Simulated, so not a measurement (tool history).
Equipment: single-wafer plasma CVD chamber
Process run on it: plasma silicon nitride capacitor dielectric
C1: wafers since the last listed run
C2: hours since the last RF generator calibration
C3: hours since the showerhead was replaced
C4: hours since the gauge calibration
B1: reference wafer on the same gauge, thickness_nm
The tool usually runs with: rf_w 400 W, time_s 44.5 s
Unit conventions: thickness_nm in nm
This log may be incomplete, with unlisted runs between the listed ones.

Run 1, hour 0: usual settings; C1 0; C2 1286.8; C3 4618.7; C4 514.9; B1 60.761. Result: thickness_nm 59.618 nm.
Run 2, hour 28.2: usual settings; C1 963; C2 1315; C3 4646.9; C4 543.1; B1 60.717. Result: thickness_nm 59.451 nm.
At hour 45.3: RF generator calibrated.
Run 3, hour 66.4: usual settings; C1 1032; C2 21.1; C3 4685.1; C4 581.3; B1 60.842. Result: thickness_nm 61.672 nm.
Run 4, hour 106: usual settings but time_s 48.4 s; C1 1353; C2 60.7; C3 4724.7; C4 620.9; B1 60.814. Result: thickness_nm 67.425 nm.
Run 5, hour 164.1: usual settings but time_s 48.4 s; C1 1985; C2 118.8; C3 4782.8; C4 679; B1 60.821. Result: thickness_nm 66.484 nm.
Run 6, hour 219.2: usual settings but time_s 48.6 s; C1 1883; C2 173.9; C3 4837.9; C4 734.1; B1 60.808. Result: thickness_nm 66.19 nm.
Run 7, hour 270.3: usual settings but time_s 48.6 s; C1 1746; C2 225; C3 4889; C4 785.2; B1 60.747. Result: thickness_nm 66.882 nm.
Run 8, hour 301.4: usual settings but time_s 48.6 s; C1 1063; C2 256.1; C3 4920.1; C4 816.3; B1 60.794. Result: thickness_nm 66.177 nm.
Run 9, hour 343.2: usual settings; C1 1428; C2 297.9; C3 4961.9; C4 858.1; B1 60.815. Result: thickness_nm 61.3 nm.
Run 10, hour 402.2: usual settings; C1 2016; C2 356.9; C3 5020.9; C4 917.1; B1 60.813. Result: thickness_nm 61.046 nm.
Run 11, hour 442.6: usual settings; C1 1380; C2 397.3; C3 5061.3; C4 957.5; B1 60.814. Result: thickness_nm 60.738 nm.
Run 12, hour 478.4: usual settings; C1 1223; C2 433.1; C3 5097.1; C4 993.3; B1 60.816. Result: thickness_nm 60.958 nm.
Run 13, hour 550: usual settings; C1 2447; C2 504.7; C3 5168.7; C4 1064.9; B1 60.78. Result: thickness_nm 60.436 nm.
Run 14, hour 593.8: usual settings; C1 1497; C2 548.5; C3 5212.5; C4 1108.7; B1 60.764. Result: thickness_nm 60.46 nm.
Run 15, hour 641.5: usual settings; C1 1630; C2 596.2; C3 5260.2; C4 1156.4; B1 60.858. Result: thickness_nm 60.467 nm.
Run 16, hour 701.1: usual settings; C1 2037; C2 655.8; C3 5319.8; C4 1216; B1 60.768. Result: thickness_nm 60.463 nm.
Run 17, hour 728.6: usual settings but time_s 40.7 s; C1 939; C2 683.3; C3 5347.3; C4 1243.5; B1 60.813. Result: thickness_nm 54.649 nm.
Run 18, hour 775.1: usual settings but time_s 40.7 s; C1 1589; C2 729.8; C3 5393.8; C4 1290; B1 60.763. Result: thickness_nm 55.328 nm.
Run 19, hour 828.4: usual settings but rf_w 420 W; C1 1821; C2 783.1; C3 5447.1; C4 1343.3; B1 60.801. Result: thickness_nm 61.451 nm.
Run 20, hour 858.6: usual settings; C1 1032; C2 813.3; C3 5477.3; C4 1373.5; B1 60.833. Result: thickness_nm 60.096 nm.
Run 21, hour 885.8: usual settings; C1 929; C2 840.5; C3 5504.5; C4 1400.7; B1 60.816. Result: thickness_nm 59.778 nm.
At hour 943.8: gauge calibrated.
Run 22, hour 975.6: usual settings but time_s 52.3 s; C1 3069; C2 930.3; C3 5594.3; C4 31.8; B1 60.847. Result: thickness_nm 69.779 nm.
Run 23, hour 1005: usual settings but time_s 48.6 s; C1 1004; C2 959.7; C3 5623.7; C4 61.2; B1 60.863. Result: thickness_nm 65.262 nm.
Run 24, hour 1072.4: usual settings but time_s 46.8 s; C1 2303; C2 1027.1; C3 5691.1; C4 128.6; B1 60.869. Result: thickness_nm 62.674 nm.
Run 25, hour 1125.2: usual settings but rf_w 340 W, time_s 35.8 s; C1 1804; C2 1079.9; C3 5743.9; C4 181.4; B1 60.765. Result: thickness_nm 44.646 nm.
Run 26, hour 1193.8: usual settings but rf_w 480 W, time_s 52.3 s; C1 2344; C2 1148.5; C3 5812.5; C4 250; B1 60.792. Result: thickness_nm 75.849 nm.
At hour 1225.6: RF generator calibrated.
Run 27, hour 1381.6: usual settings but time_s 48.6 s; C1 6145; C2 156; C3 6000.3; C4 437.8; B1 60.757. Result: thickness_nm 66.958 nm.
At hour 1390.9: showerhead replaced.
Run 28, hour 1440.2: usual settings; C1 1729; C2 214.6; C3 49.3; C4 496.4; B1 60.811. Result: thickness_nm 62.027 nm.
Run 29, hour 1469.3: usual settings; C1 994; C2 243.7; C3 78.4; C4 525.5; B1 60.802. Result: thickness_nm 61.202 nm.
Run 30, hour 1498.3: usual settings but rf_w 425 W, time_s 49.6 s; C1 991; C2 272.7; C3 107.4; C4 554.5; B1 60.767. Result: thickness_nm 71.075 nm.
Run 31, hour 1532.8: usual settings but rf_w 475 W, time_s 41.1 s; C1 1179; C2 307.2; C3 141.9; C4 589; B1 60.785. Result: thickness_nm 61.356 nm.
Run 32, hour 1586.4: usual settings but rf_w 455 W; C1 1832; C2 360.8; C3 195.5; C4 642.6; B1 60.792. Result: thickness_nm 65.034 nm.
Run 33, hour 1618.8: usual settings but rf_w 440 W, time_s 51.7 s; C1 1107; C2 393.2; C3 227.9; C4 675; B1 60.854. Result: thickness_nm 74.458 nm.
Run 34, hour 1645.1: usual settings but rf_w 325 W, time_s 38.9 s; C1 898; C2 419.5; C3 254.2; C4 701.3; B1 60.846. Result: thickness_nm 48.006 nm.
Run 35, hour 1677.5: usual settings; C1 1107; C2 451.9; C3 286.6; C4 733.7; B1 60.786. Result: thickness_nm 60.933 nm.
Run 36, hour 1746.9: usual settings; C1 2372; C2 521.3; C3 356; C4 803.1; B1 60.841. Result: thickness_nm 61.308 nm.
Run 37, hour 1799.4: usual settings but rf_w 350 W; C1 1794; C2 573.8; C3 408.5; C4 855.6; B1 60.792. Result: thickness_nm 57.715 nm.
Run 38, hour 1867.8: usual settings but rf_w 470 W, time_s 49.6 s; C1 2337; C2 642.2; C3 476.9; C4 924; B1 60.762. Result: thickness_nm 72.834 nm.
Run 39, hour 1916.3: usual settings but rf_w 430 W; C1 1657; C2 690.7; C3 525.4; C4 972.5; B1 60.815. Result: thickness_nm 62.744 nm.

Results for each run, recomputed without the tool's hidden state and with each run's random variation untouched:
Unlogged tool condition in this case: delivered RF power above the setpoint (%); gauge reads high (%).
run  thickness_nm
  1        61.959
  2        61.841
  3        61.983
  4        67.843
  5        67.007
  6        66.816
  7        67.615
  8        66.963
  9        62.104
 10        61.954
 11        61.715
 12        62.004
 13        61.604
 14        61.709
 15        61.805
 16        61.912
 17        56.005
 18        56.781
 19        63.169
 20        61.833
 21        61.558
 22        72.056
 23        67.454
 24        64.916
 25         46.32
 26        78.865
 27         67.33
 28        62.476
 29        61.697
 30         71.71
 31        61.966
 32        65.782
 33        75.387
 34        48.641
 35        61.799
 36        62.306
 37        58.746
 38        74.287
 39        64.089
